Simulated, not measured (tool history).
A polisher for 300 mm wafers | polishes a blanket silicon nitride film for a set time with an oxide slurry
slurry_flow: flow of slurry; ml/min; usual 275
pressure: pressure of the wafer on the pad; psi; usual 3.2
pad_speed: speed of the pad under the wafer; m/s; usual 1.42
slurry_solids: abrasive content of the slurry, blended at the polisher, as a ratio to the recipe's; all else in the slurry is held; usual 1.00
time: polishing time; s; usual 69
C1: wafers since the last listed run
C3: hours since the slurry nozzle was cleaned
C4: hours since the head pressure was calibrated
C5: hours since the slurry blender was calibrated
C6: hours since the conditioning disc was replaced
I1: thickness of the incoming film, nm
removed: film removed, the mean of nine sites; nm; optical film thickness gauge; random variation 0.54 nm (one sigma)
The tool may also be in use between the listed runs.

run 1 hour=0.0 | slurry_flow=275 pressure=2.9 pad_speed=1.42 slurry_solids=1.00 time=69 | C1=0 wafers_polished_on_this_pad=232 C3=459.5 C4=977.7 C5=286.3 C6=512.1 | I1=282.5 | removed=56.3
run 2 hour=37.0 | slurry_flow=345 pressure=3.2 pad_speed=1.42 slurry_solids=1.00 time=69 | C1=223 wafers_polished_on_this_pad=455 C3=496.5 C4=1014.7 C5=323.3 C6=549.1 | I1=280.9 | removed=62.2
-- hour=55.0 head pressure recalibrated
-- hour=90.0 conditioning disc replaced and pad reconditioned
run 3 hour=134.4 | slurry_flow=345 pressure=3.2 pad_speed=1.42 slurry_solids=1.00 time=69 | C1=564 wafers_polished_on_this_pad=1020 C3=593.9 C4=79.4 C5=420.7 C6=44.4 | I1=277.1 | removed=62.3
run 4 hour=211.1 | slurry_flow=345 pressure=3.2 pad_speed=1.42 slurry_solids=1.00 time=69 | C1=463 wafers_polished_on_this_pad=1483 C3=670.6 C4=156.1 C5=497.4 C6=121.1 | I1=279.8 | removed=62.6
-- hour=264.9 slurry nozzle cleaned
run 5 hour=278.3 | slurry_flow=275 pressure=3.2 pad_speed=1.42 slurry_solids=0.85 time=69 | C1=400 wafers_polished_on_this_pad=1883 C3=13.4 C4=223.3 C5=564.6 C6=188.3 | I1=276.7 | removed=55.9
run 6 hour=381.2 | slurry_flow=275 pressure=2.7 pad_speed=1.42 slurry_solids=1.00 time=69 | C1=621 wafers_polished_on_this_pad=2505 C3=116.3 C4=326.2 C5=667.5 C6=291.2 | I1=283.4 | removed=52.0
-- hour=384.4 slurry blender recalibrated
run 7 hour=436.7 | slurry_flow=275 pressure=3.2 pad_speed=1.42 slurry_solids=1.00 time=92 | C1=323 wafers_polished_on_this_pad=2829 C3=171.8 C4=381.7 C5=52.3 C6=346.7 | I1=281.7 | removed=84.0
-- hour=497.0 worn pad replaced by a new one
run 8 hour=522.0 | slurry_flow=275 pressure=3.2 pad_speed=1.42 slurry_solids=1.00 time=69 | C1=491 wafers_polished_on_this_pad=151 C3=257.1 C4=467.0 C5=137.6 C6=432.0 | I1=284.2 | removed=61.8
run 9 hour=577.0 | slurry_flow=275 pressure=2.6 pad_speed=1.42 slurry_solids=1.00 time=51 | C1=332 wafers_polished_on_this_pad=483 C3=312.1 C4=522.0 C5=192.6 C6=487.0 | I1=285.1 | removed=37.3
-- hour=619.3 conditioning disc replaced and pad reconditioned
run 10 hour=639.7 | slurry_flow=275 pressure=3.2 pad_speed=1.42 slurry_solids=1.00 time=69 | C1=366 wafers_polished_on_this_pad=850 C3=374.8 C4=584.7 C5=255.3 C6=20.4 | I1=284.1 | removed=61.6
run 11 hour=682.7 | slurry_flow=275 pressure=3.2 pad_speed=1.42 slurry_solids=1.00 time=69 | C1=259 wafers_polished_on_this_pad=1110 C3=417.8 C4=627.7 C5=298.3 C6=63.4 | I1=279.6 | removed=61.6
run 12 hour=896.3 | slurry_flow=275 pressure=3.2 pad_speed=1.92 slurry_solids=1.15 time=54 | C1=1290 wafers_polished_on_this_pad=2401 C3=631.4 C4=841.3 C5=511.9 C6=277.0 | I1=281.4 | removed=64.4
run 13 hour=949.9 | slurry_flow=275 pressure=3.2 pad_speed=1.68 slurry_solids=1.00 time=69 | C1=323 wafers_polished_on_this_pad=2725 C3=685.0 C4=894.9 C5=565.5 C6=330.6 | I1=280.5 | removed=68.9
-- hour=1009.0 slurry nozzle cleaned
-- hour=1018.8 slurry blender recalibrated
run 14 hour=1026.1 | slurry_flow=275 pressure=3.2 pad_speed=1.42 slurry_solids=1.00 time=61 | C1=442 wafers_polished_on_this_pad=3167 C3=17.1 C4=971.1 C5=7.3 C6=406.8 | I1=281.3 | removed=54.8
-- hour=1051.7 worn pad replaced by a new one
-- hour=1100.3 head pressure recalibrated
run 15 hour=1103.5 | slurry_flow=275 pressure=3.9 pad_speed=1.42 slurry_solids=1.00 time=69 | C1=431 wafers_polished_on_this_pad=301 C3=94.5 C4=3.2 C5=84.7 C6=484.2 | I1=279.4 | removed=76.8
run 16 hour=1152.6 | slurry_flow=275 pressure=3.2 pad_speed=1.42 slurry_solids=1.00 time=57 | C1=296 wafers_polished_on_this_pad=597 C3=143.6 C4=52.3 C5=133.8 C6=533.3 | I1=278.9 | removed=51.3
-- hour=1234.9 conditioning disc replaced and pad reconditioned
run 17 hour=1252.7 | slurry_flow=355 pressure=3.2 pad_speed=1.42 slurry_solids=1.25 time=69 | C1=592 wafers_polished_on_this_pad=1190 C3=243.7 C4=152.4 C5=233.9 C6=17.8 | I1=279.9 | removed=70.3
run 18 hour=1324.0 | slurry_flow=275 pressure=2.6 pad_speed=1.42 slurry_solids=0.90 time=76 | C1=430 wafers_polished_on_this_pad=1621 C3=315.0 C4=223.7 C5=305.2 C6=89.1 | I1=280.8 | removed=52.2
run 19 hour=1383.6 | slurry_flow=275 pressure=3.2 pad_speed=1.42 slurry_solids=0.75 time=69 | C1=360 wafers_polished_on_this_pad=1981 C3=374.6 C4=283.3 C5=364.8 C6=148.7 | I1=281.0 | removed=52.6
run 20 hour=1458.1 | slurry_flow=275 pressure=3.2 pad_speed=1.42 slurry_solids=1.00 time=69 | C1=450 wafers_polished_on_this_pad=2432 C3=449.1 C4=357.8 C5=439.3 C6=223.2 | I1=277.8 | removed=61.1
run 21 hour=1539.7 | slurry_flow=275 pressure=2.2 pad_speed=1.42 slurry_solids=1.00 time=69 | C1=493 wafers_polished_on_this_pad=2925 C3=530.7 C4=439.4 C5=520.9 C6=304.8 | I1=275.9 | removed=42.1
-- hour=1564.5 slurry blender recalibrated
run 22 hour=1606.6 | slurry_flow=245 pressure=3.2 pad_speed=1.24 slurry_solids=0.90 time=53 | C1=392 wafers_polished_on_this_pad=3317 C3=597.6 C4=506.3 C5=42.1 C6=371.7 | I1=277.4 | removed=39.7
-- hour=1672.3 worn pad replaced by a new one
run 23 hour=1713.1 | slurry_flow=275 pressure=4.2 pad_speed=1.30 slurry_solids=1.00 time=91 | C1=619 wafers_polished_on_this_pad=246 C3=704.1 C4=612.8 C5=148.6 C6=478.2 | I1=278.2 | removed=98.2
run 24 hour=1752.5 | slurry_flow=275 pressure=2.2 pad_speed=1.42 slurry_solids=1.00 time=69 | C1=238 wafers_polished_on_this_pad=484 C3=743.5 C4=652.2 C5=188.0 C6=517.6 | I1=283.8 | removed=42.0
-- hour=1788.1 conditioning disc replaced and pad reconditioned
run 25 hour=1808.4 | slurry_flow=275 pressure=2.2 pad_speed=1.20 slurry_solids=1.00 time=69 | C1=325 wafers_polished_on_this_pad=810 C3=799.4 C4=708.1 C5=243.9 C6=20.3 | I1=277.9 | removed=36.3
run 26 hour=1899.0 | slurry_flow=205 pressure=2.2 pad_speed=1.20 slurry_solids=1.00 time=69 | C1=547 wafers_polished_on_this_pad=1357 C3=890.0 C4=798.7 C5=334.5 C6=110.9 | I1=275.4 | removed=34.3

Some steps in removed between neighbouring runs. How much of each would the tool show without its hidden state too (settings, what came in, random variation), and how much is left for the hidden state, with any gauge scatter that isn't in both results?
The hidden state here: removal rate lost through wear of the pad, %; slurry flow missing at the pad, %; deviation of the head's pressure from its setpoint, %; abrasive missing from the slurry, %; time polished since the conditioner stopped cutting, s.
Run 13 -> 14: pad_speed 1.68 -> 1.42, time 69 -> 61, slurry nozzle cleaned, slurry blender recalibrated. removed -14.1 nm: hidden state +1.9, all else -16.0.
Run 22 -> 23: slurry_flow 245 -> 275, pressure 3.2 -> 4.2, pad_speed 1.24 -> 1.30, slurry_solids 0.90 -> 1.00, time 53 -> 91, worn pad replaced by a new one. removed +58.5 nm: hidden state -2.1, all else +60.6.
Run 23 -> 24: pressure 4.2 -> 2.2, pad_speed 1.30 -> 1.42, time 91 -> 69. removed -56.2 nm: hidden state +1.5, all else -57.7.
